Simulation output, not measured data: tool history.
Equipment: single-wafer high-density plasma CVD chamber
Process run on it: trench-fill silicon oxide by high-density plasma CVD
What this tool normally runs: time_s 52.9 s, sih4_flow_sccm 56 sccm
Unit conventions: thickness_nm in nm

run,hour,time_s,sih4_flow_sccm,wafers since the last listed run,hours since the silane flow controller was replaced,hours since the gauge calibration,"read-back reference wafer on the same gauge, thickness_nm",thickness_nm
1,0.0,57.9,56,0,2081.7,141.1,257.167,321.293
2,75.1,57.9,56,898,2156.8,216.2,257.213,320.724
3,113.7,57.9,56,461,2195.4,254.8,257.020,320.508
4,181.7,52.9,50,813,2263.4,322.8,256.873,260.809
5,223.1,52.9,50,495,2304.8,364.2,257.061,260.969
6,305.1,52.9,50,980,2386.8,446.2,256.982,261.521
7,363.3,52.9,56,695,2445.0,504.4,257.116,292.999
8,413.5,52.9,52,600,2495.2,554.6,256.932,272.179
9,501.9,57.8,45,1057,2583.6,643.0,257.026,256.423
# hour 545.0: silane flow controller replaced
10,552.6,52.9,52,510,7.6,693.7,256.854,289.940
# hour 618.1: gauge calibrated
11,626.8,45.0,63,887,81.8,8.7,256.740,296.285
12,678.7,56.0,56,620,133.7,60.6,257.080,326.482
13,734.2,48.2,53,663,189.2,116.1,257.196,265.412
14,790.4,61.7,52,672,245.4,172.3,256.932,331.544

Each row is a separate what-if for the run after 14, all from the same tool condition, not one after another. Results?
A,790.8,52.9,47,4,245.8,172.7,?,?
B,790.8,47.2,47,4,245.8,172.7,?,?
C,790.8,49.7,51,4,245.8,172.7,?,?

run,"read-back reference wafer on the same gauge, thickness_nm",thickness_nm
A,257.235,257.480
B,257.235,229.737
C,257.235,262.493
The same runs, with their run-to-run variation unchanged, on a tool lacking any hidden condition would have given:
run,thickness_nm
A,261.806
B,233.596
C,266.902
